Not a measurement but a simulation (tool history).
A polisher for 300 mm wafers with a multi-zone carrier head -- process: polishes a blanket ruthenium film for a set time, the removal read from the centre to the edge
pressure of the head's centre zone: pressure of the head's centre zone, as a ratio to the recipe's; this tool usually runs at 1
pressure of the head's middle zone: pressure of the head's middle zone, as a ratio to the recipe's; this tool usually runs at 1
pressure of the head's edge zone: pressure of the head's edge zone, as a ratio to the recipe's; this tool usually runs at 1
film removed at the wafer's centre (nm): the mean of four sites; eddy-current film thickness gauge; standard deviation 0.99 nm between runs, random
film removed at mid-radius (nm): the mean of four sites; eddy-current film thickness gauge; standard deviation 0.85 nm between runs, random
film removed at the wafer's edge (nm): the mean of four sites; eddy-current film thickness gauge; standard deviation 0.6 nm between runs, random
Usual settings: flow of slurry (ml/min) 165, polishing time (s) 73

run,hour,flow of slurry (ml/min),pressure of the head's centre zone,pressure of the head's middle zone,pressure of the head's edge zone,polishing time (s),"incoming thickness of the incoming film, nm",film removed at the wafer's centre (nm),film removed at mid-radius (nm),film removed at the wafer's edge (nm)
1,0,165,1,1,1,73,413.2,88,85.2,88.3
2,11.1,165,1,1,1,73,410.7,86.7,84.7,87.1
3,26,165,1,1,1,73,419.1,85.7,81.9,84.8
4,39.8,165,1,1,1,73,405.8,83.7,82.8,85
5,49.9,165,1,1,1,73,406.4,85.9,82.2,84.3
6,59.2,165,1,1,1,73,411,82.1,81.2,84.1
# hour 66.1: worn pad replaced by a new one
7,68.5,165,1,1,1,73,414.4,89.1,86.4,89.4
8,82.7,165,1,1,1,73,412.9,85.5,83.7,86.1
9,95.8,165,1,1,1,73,418,85.6,82.7,85.8
10,106.7,165,1,1,1,73,402.3,84.9,81.3,85
# hour 111.3: centre zone pressure recalibrated
# hour 119.4: edge zone pressure recalibrated
11,119.9,165,1.08,1,1,73,418.4,88.5,81.7,84
# hour 126: worn pad replaced by a new one
12,130.3,165,1,1,0.93,73,408.8,87.2,86.4,85.6
13,141.2,110,1,1,1,73,408,82.2,80.6,83.7
14,156.2,165,1.08,1,1,92,413.9,112.4,104.5,109.4
# hour 172.6: slurry nozzle cleaned
15,189.5,185,1.06,1,1,73,416.7,88.1,82,83.9
# hour 195.4: worn pad replaced by a new one
16,204.4,165,1.04,1,1,73,414.5,90.6,84.9,87.2
# hour 220.1: carrier head's membrane replaced by a new one
17,220.6,165,1,1,1,73,405.3,86.1,83,85
18,230.8,165,1,1,1,73,403,85.7,83.2,84.7
19,265.9,130,1,1,1.05,81,407.8,92.1,87.9,94.9
# hour 270.7: worn pad replaced by a new one
20,272.3,165,1,1,1,73,415.3,89.2,86.1,89.6
21,287.4,165,1,1,1,73,409.9,87.7,83.1,85.8
22,301.4,200,1,1,1.04,55,414,66.1,62.8,65.2

Consider 4 possible next runs. They are alternatives, not a sequence: every one starts from the tool as it was left by run 22. What does each give?
A,301.8,120,1,1,1,73,404.2,?,?,?
B,301.8,165,1,1,1.06,73,404.2,?,?,?
C,301.8,105,0.91,1,1,81,404.2,?,?,?
D,301.8,165,1,0.93,0.89,73,404.2,?,?,?

run,film removed at the wafer's centre (nm),film removed at mid-radius (nm),film removed at the wafer's edge (nm)
A,83.1,81,83.3
B,86.6,84,87.7
C,86.1,88.5,91.4
D,86.5,79.2,81.5
What these runs would have given with no unlogged condition in the tool:
run,film removed at the wafer's centre (nm),film removed at mid-radius (nm),film removed at the wafer's edge (nm)
A,88.3,86.1,88.5
B,92,89.2,93.2
C,91.5,94.1,97.2
D,91.9,84.2,86.6

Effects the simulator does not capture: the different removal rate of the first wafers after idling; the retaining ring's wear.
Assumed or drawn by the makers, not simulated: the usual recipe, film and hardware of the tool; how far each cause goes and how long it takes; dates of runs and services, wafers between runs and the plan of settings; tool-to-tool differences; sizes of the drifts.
